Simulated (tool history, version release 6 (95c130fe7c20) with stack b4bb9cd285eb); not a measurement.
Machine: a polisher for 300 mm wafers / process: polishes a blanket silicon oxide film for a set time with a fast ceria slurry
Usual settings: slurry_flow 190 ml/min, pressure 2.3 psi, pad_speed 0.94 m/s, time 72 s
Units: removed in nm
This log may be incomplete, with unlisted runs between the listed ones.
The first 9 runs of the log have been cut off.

| run | hour | slurry_flow | pressure | pad_speed | time | wafers since the last listed run | wafers polished on this pad | hours since the slurry nozzle was cleaned | hours since the head pressure was calibrated | incoming thickness of the incoming film, nm | removed |
|---|---|---|---|---|---|---|---|---|---|---|---|
| 10 | 625.4 | 190 | 2.3 | 0.94 | 72 | 576 | 2214 | 199.7 | 236.4 | 2514.0 | 734.9 |
| 11 | 650.9 | 190 | 2.3 | 0.94 | 72 | 225 | 2439 | 225.2 | 261.9 | 2499.8 | 700.7 |
| 12 | 676.8 | 190 | 2.3 | 0.94 | 72 | 228 | 2668 | 251.1 | 287.8 | 2520.3 | 723.2 |
| 13 | 713.8 | 190 | 2.3 | 0.94 | 72 | 326 | 2995 | 288.1 | 324.8 | 2460.0 | 716.2 |
|  | 745.7 | worn pad replaced by a new one, of another model than before |
| 14 | 756.3 | 190 | 2.3 | 0.94 | 72 | 340 | 93 | 330.6 | 367.3 | 2453.7 | 738.9 |
| 15 | 796.8 | 190 | 2.3 | 0.94 | 72 | 357 | 451 | 371.1 | 407.8 | 2488.9 | 738.8 |
| 16 | 846.6 | 190 | 2.3 | 0.94 | 72 | 439 | 890 | 420.9 | 457.6 | 2468.3 | 722.4 |
|  | 881.0 | slurry nozzle cleaned |
| 17 | 890.0 | 160 | 1.5 | 0.68 | 72 | 374 | 1265 | 9.0 | 501.0 | 2496.4 | 542.9 |
| 18 | 936.4 | 190 | 1.9 | 0.76 | 96 | 409 | 1675 | 55.4 | 547.4 | 2488.5 | 837.1 |
| 19 | 980.2 | 190 | 2.3 | 0.94 | 72 | 386 | 2062 | 99.2 | 591.2 | 2472.6 | 753.3 |
| 20 | 1046.7 | 255 | 1.6 | 0.72 | 72 | 587 | 2649 | 165.7 | 657.7 | 2455.8 | 565.5 |
|  | 1055.9 | head pressure recalibrated |
| 21 | 1096.4 | 190 | 1.9 | 1.06 | 82 | 421 | 3070 | 215.4 | 40.5 | 2455.0 | 816.0 |
|  | 1118.6 | worn pad replaced by a new one |
| 22 | 1131.0 | 225 | 2.3 | 1.18 | 72 | 270 | 109 | 250.0 | 75.1 | 2484.4 | 848.5 |
| 23 | 1163.4 | 190 | 2.3 | 0.94 | 72 | 286 | 395 | 282.4 | 107.5 | 2439.9 | 735.7 |
| 24 | 1228.6 | 190 | 2.3 | 0.94 | 72 | 575 | 971 | 347.6 | 172.7 | 2481.9 | 728.7 |
|  | 1271.6 | slurry nozzle cleaned |
| 25 | 1292.1 | 190 | 2.3 | 0.94 | 72 | 552 | 1523 | 20.5 | 236.2 | 2525.4 | 750.6 |
| 26 | 1412.1 | 170 | 2.3 | 0.82 | 94 | 1059 | 2583 | 140.5 | 356.2 | 2479.3 | 908.0 |
| 27 | 1481.5 | 220 | 2.5 | 1.08 | 58 | 613 | 3196 | 209.9 | 425.6 | 2491.2 | 665.7 |
|  | 1489.8 | worn pad replaced by a new one |
| 28 | 1547.6 | 140 | 2.9 | 1.04 | 80 | 548 | 510 | 276.0 | 491.7 | 2492.6 | 952.4 |

Run 29 comes next. What will it give?
| 29 | 1605.6 | 250 | 2.3 | 0.94 | 89 | 512 | 1022 | 334.0 | 549.7 | 2538.4 | ? |

For run 29 the tool returned removed 943.2 nm.
Had the tool carried no hidden state, the very same run would have given removed 965.4 nm.

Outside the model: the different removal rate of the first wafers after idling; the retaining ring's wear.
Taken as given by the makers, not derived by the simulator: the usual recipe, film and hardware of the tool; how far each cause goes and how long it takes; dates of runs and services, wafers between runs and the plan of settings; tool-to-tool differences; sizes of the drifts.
